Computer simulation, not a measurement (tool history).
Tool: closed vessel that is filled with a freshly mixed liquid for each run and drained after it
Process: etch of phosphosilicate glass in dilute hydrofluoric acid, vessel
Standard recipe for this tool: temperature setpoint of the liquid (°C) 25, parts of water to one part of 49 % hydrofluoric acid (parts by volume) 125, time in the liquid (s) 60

run	day	temperature setpoint of the liquid (°C)	parts of water to one part of 49 % hydrofluoric acid (parts by volume)	time in the liquid (s)	wafers since the last listed run	hours since the thermometer was replaced	hours since the hydrofluoric acid flow meter was replaced	hours since the gauge calibration	read-back film thickness of the phosphosilicate glass reference wafer, read on the same gauge (nm)	thickness taken off the phosphosilicate glass on a monitor wafer (angstrom)
1	0	25	85	60	0	531.6	200.7	1378.6	140	690.8
# day 2.958: gauge calibrated
2	3.521	25	85	60	7585	616.1	285.2	13.5	139.98	693.2
3	7.754	29	125	60	9120	717.7	386.8	115.1	140.01	536.8
4	11.108	25	95	60	7226	798.2	467.3	195.6	139.98	632.7
5	13.483	25	125	60	5116	855.2	524.3	252.6	139.99	463
6	16.729	25	125	60	6993	933.1	602.2	330.5	139.98	464.9
# day 17.954: hydrofluoric acid flow meter replaced
7	18.925	25	165	60	4641	985.8	23.3	383.2	140.02	319.8
8	22.646	25	125	60	8016	1075.1	112.6	472.5	140	444.6
9	26.238	25	125	60	7738	1161.3	198.8	558.7	139.99	444.2
10	28.542	25	125	60	4964	1216.6	254.1	614	140.02	449.6
11	38.767	25	125	60	22029	1462	499.5	859.4	139.98	463
# day 39.117: hydrofluoric acid flow meter replaced
12	41.054	25	125	60	4838	1516.9	46.5	914.3	140.01	444.5
13	45.275	25	125	60	9093	1618.2	147.8	1015.6	140	446.2
# day 47.358: thermometer replaced
14	47.771	25	125	60	5287	9.9	207.7	1075.5	139.99	447.6
15	49.767	25	125	60	4300	57.8	255.6	1123.4	139.99	450.5
16	51.458	26.5	170	60	3644	98.4	296.2	1164	139.98	334.2
17	55.4	23	125	60	8492	193	390.8	1258.6	140	424.7
# day 58.683: gauge calibrated
18	59.508	28	155	75	8851	291.6	489.4	19.8	140.02	504.1
# day 60.788: hydrofluoric acid flow meter replaced
19	63.258	29	160	35	7989	381.6	59.3	109.8	140	221.4
20	65.742	21	70	90	5350	441.2	118.9	169.4	140.01	1071.4
21	68.571	25	125	60	6095	509.1	186.8	237.3	139.99	446.7
22	71.979	25	125	60	7343	590.9	268.6	319.1	140	454.1
23	76.283	21.5	125	30	9273	694.2	371.9	422.4	139.98	197.7
24	79.767	25	125	60	7504	777.8	455.5	506	140	461.3
# day 83.612: hydrofluoric acid flow meter replaced
25	84.088	21	125	60	9219	881.5	11.4	609.7	140	374.4
26	86.4	21	100	60	4982	937	66.9	665.2	140	486.3
27	90.062	25	125	60	7890	1024.9	154.8	753.1	139.96	445
28	93.762	25	165	60	7971	1113.7	243.6	841.9	140.02	325.7
29	96.838	21.5	155	30	6625	1187.5	317.4	915.7	140.02	153.2
30	101.171	30	140	95	9336	1291.5	421.4	1019.7	140.04	758.8
31	103.129	25	105	35	4219	1338.5	468.4	1066.7	139.99	328.5

Some steps in thickness taken off the phosphosilicate glass on a monitor wafer (angstrom) between neighbouring runs. How much of each would the tool show without its hidden state too (settings, what came in, random variation), and how much is left for the hidden state, with any gauge scatter that isn't in both results?
Unlogged tool condition in this case: liquid hotter than its thermometer reads (K); hydrofluoric acid flow above the setpoint (%); gauge reads high (%).
Run 6 -> 7: parts of water to one part of 49 % hydrofluoric acid (parts by volume) 125 -> 165, hydrofluoric acid flow meter replaced. thickness taken off the phosphosilicate glass on a monitor wafer (angstrom) -145.1: hidden state -30.4, all else -114.7.
Run 18 -> 19: temperature setpoint of the liquid (°C) 28 -> 29, parts of water to one part of 49 % hydrofluoric acid (parts by volume) 155 -> 160, time in the liquid (s) 75 -> 35, hydrofluoric acid flow meter replaced. thickness taken off the phosphosilicate glass on a monitor wafer (angstrom) -282.7: hidden state -28.8, all else -253.9.
Run 19 -> 20: temperature setpoint of the liquid (°C) 29 -> 21, parts of water to one part of 49 % hydrofluoric acid (parts by volume) 160 -> 70, time in the liquid (s) 35 -> 90. thickness taken off the phosphosilicate glass on a monitor wafer (angstrom) +850: hidden state +11.8, all else +838.2.
Run 20 -> 21: temperature setpoint of the liquid (°C) 21 -> 25, parts of water to one part of 49 % hydrofluoric acid (parts by volume) 70 -> 125, time in the liquid (s) 90 -> 60. thickness taken off the phosphosilicate glass on a monitor wafer (angstrom) -624.7: hidden state -4.2, all else -620.5.
Run 29 -> 30: temperature setpoint of the liquid (°C) 21.5 -> 30, parts of water to one part of 49 % hydrofluoric acid (parts by volume) 155 -> 140, time in the liquid (s) 30 -> 95. thickness taken off the phosphosilicate glass on a monitor wafer (angstrom) +605.6: hidden state +31.3, all else +574.3.
